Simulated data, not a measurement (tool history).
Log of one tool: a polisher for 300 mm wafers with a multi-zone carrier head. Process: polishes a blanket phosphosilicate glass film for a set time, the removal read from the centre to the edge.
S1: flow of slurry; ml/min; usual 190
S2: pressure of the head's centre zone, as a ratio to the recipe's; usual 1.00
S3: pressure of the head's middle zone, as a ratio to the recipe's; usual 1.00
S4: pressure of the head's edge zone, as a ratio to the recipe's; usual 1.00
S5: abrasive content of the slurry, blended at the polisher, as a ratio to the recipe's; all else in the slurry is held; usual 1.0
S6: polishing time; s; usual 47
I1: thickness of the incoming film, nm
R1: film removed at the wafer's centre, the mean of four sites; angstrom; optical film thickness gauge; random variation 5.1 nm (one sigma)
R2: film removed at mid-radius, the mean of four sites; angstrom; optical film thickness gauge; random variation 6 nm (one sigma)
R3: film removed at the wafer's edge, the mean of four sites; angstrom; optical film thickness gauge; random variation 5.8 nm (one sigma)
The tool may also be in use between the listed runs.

| run | hour | S1 | S2 | S3 | S4 | S5 | S6 | I1 | R1 | R2 | R3 |
|---|---|---|---|---|---|---|---|---|---|---|---|
| 1 | 0.0 | 190 | 1.00 | 1.00 | 1.00 | 1.1 | 47 | 2026.9 | 4931 | 5020 | 5111 |
| 2 | 59.9 | 190 | 1.00 | 1.00 | 1.08 | 1.0 | 47 | 2073.4 | 4701 | 4682 | 4927 |
|  | 123.2 | worn pad replaced by a new one |
| 3 | 134.2 | 190 | 1.00 | 1.00 | 1.08 | 1.0 | 47 | 2056.0 | 4917 | 4933 | 5139 |
|  | 156.6 | edge zone pressure recalibrated |
| 4 | 204.6 | 190 | 1.00 | 1.00 | 1.06 | 1.0 | 47 | 2076.6 | 4805 | 4903 | 5005 |
| 5 | 296.6 | 190 | 1.00 | 1.00 | 1.06 | 1.0 | 47 | 2050.9 | 4675 | 4707 | 4839 |
|  | 322.3 | worn pad replaced by a new one |
| 6 | 342.7 | 190 | 1.00 | 1.00 | 1.06 | 1.0 | 47 | 2045.0 | 4810 | 4856 | 5066 |
| 7 | 406.5 | 190 | 1.00 | 1.00 | 1.00 | 1.0 | 47 | 2054.9 | 4848 | 4858 | 4926 |
|  | 488.4 | slurry nozzle cleaned |
| 8 | 508.1 | 190 | 1.00 | 1.00 | 0.92 | 1.0 | 47 | 2081.5 | 4601 | 4601 | 4487 |
| 9 | 549.4 | 190 | 0.95 | 1.00 | 1.07 | 1.0 | 55 | 2013.1 | 4930 | 5119 | 5584 |
|  | 569.4 | worn pad replaced by a new one |
|  | 589.5 | edge zone pressure recalibrated |
| 10 | 637.5 | 190 | 1.00 | 1.00 | 1.04 | 1.0 | 42 | 2051.6 | 4279 | 4347 | 4363 |
|  | 733.8 | centre zone pressure recalibrated |
|  | 775.3 | carrier head's membrane replaced by a new one |
| 11 | 812.9 | 190 | 1.05 | 1.00 | 1.00 | 1.0 | 47 | 2032.1 | 4573 | 4405 | 4450 |
|  | 822.2 | worn pad replaced by a new one |
| 12 | 880.3 | 190 | 1.11 | 1.10 | 0.88 | 1.0 | 47 | 2038.2 | 5295 | 5159 | 4586 |
| 13 | 948.0 | 190 | 1.00 | 1.00 | 0.92 | 1.0 | 47 | 2036.0 | 4635 | 4708 | 4618 |
|  | 1052.7 | worn pad replaced by a new one |
| 14 | 1054.7 | 190 | 1.00 | 1.00 | 1.00 | 1.0 | 47 | 2028.2 | 4829 | 4914 | 4879 |
| 15 | 1123.7 | 190 | 1.00 | 1.10 | 1.00 | 1.0 | 47 | 2059.1 | 4791 | 5119 | 4912 |

Some steps in R1 between neighbouring runs. How much of each would the tool show without its hidden state too (settings, what came in, random variation), and how much is left for the hidden state, with any gauge scatter that isn't in both results?
The hidden state here: removal rate lost through wear of the pad, %; slurry flow missing at the pad, %; deviation of the centre zone's pressure from its setpoint, %; deviation of the edge zone's pressure from its setpoint, %.
Run 10 -> 11: S2 1.00 -> 1.05, S4 1.04 -> 1.00, S6 42 -> 47, centre zone pressure recalibrated, carrier head's membrane replaced by a new one. R1 +294 angstrom: hidden state -426, all else +720.
Run 11 -> 12: S2 1.05 -> 1.11, S3 1.00 -> 1.10, S4 1.00 -> 0.88, worn pad replaced by a new one. R1 +722 angstrom: hidden state +406, all else +316.
